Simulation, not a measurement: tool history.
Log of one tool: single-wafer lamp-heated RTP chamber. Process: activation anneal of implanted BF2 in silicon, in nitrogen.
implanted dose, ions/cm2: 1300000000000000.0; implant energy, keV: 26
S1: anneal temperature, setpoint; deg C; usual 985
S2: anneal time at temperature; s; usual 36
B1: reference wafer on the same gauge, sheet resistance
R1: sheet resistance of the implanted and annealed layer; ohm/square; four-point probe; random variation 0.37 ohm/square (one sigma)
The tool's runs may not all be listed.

| run | hour | S1 | S2 | B1 | R1 |
|---|---|---|---|---|---|
| 1 | 0 | 985 | 36 | 169.05 | 171.34 |
| 2 | 61.2 | 985 | 49 | 169.16 | 162.05 |
|  | 94.8 | pyrometer window cleaned and pyrometer calibrated |
| 3 | 109.3 | 985 | 49 | 169.03 | 164.57 |
| 4 | 161.1 | 985 | 49 | 168.96 | 164.28 |
| 5 | 213.7 | 965 | 36 | 169.05 | 203.76 |
| 6 | 263 | 999 | 36 | 169.05 | 155.27 |
|  | 267.2 | gauge calibrated |
| 7 | 310.3 | 999 | 36 | 168.95 | 154.52 |
| 8 | 372.3 | 970 | 36 | 169.17 | 193.78 |
| 9 | 439.1 | 995 | 29 | 168.97 | 162.4 |
|  | 447.2 | pyrometer window cleaned and pyrometer calibrated |
| 10 | 496.6 | 993 | 36 | 169.01 | 162.71 |
|  | 528.3 | reflector plate cleaned |
| 11 | 560.8 | 993 | 25 | 169.12 | 170.89 |
| 12 | 602.8 | 985 | 36 | 169.02 | 172.59 |
| 13 | 661.1 | 977 | 18 | 169.08 | 199.61 |
| 14 | 698.3 | 985 | 36 | 168.96 | 171.45 |
| 15 | 755.8 | 985 | 54 | 169.06 | 159.17 |
| 16 | 793.1 | 1011 | 53 | 168.99 | 134.36 |
| 17 | 833.4 | 1007 | 36 | 169.07 | 145.1 |

3 ways to go on from here, each from the tool as it stands after run 17. What would each give?
| A | 833.8 | 985 | 43 | ? | ? |
| B | 833.8 | 985 | 30 | ? | ? |
| C | 833.8 | 1002 | 21 | ? | ? |

| run | B1 | R1 |
|---|---|---|
| A | 168.92 | 164.88 |
| B | 168.92 | 174.34 |
| C | 168.92 | 161.64 |
Without the tool's hidden state the same runs would have given:
| run | R1 |
|---|---|
| A | 168.77 |
| B | 178.3 |
| C | 164.96 |

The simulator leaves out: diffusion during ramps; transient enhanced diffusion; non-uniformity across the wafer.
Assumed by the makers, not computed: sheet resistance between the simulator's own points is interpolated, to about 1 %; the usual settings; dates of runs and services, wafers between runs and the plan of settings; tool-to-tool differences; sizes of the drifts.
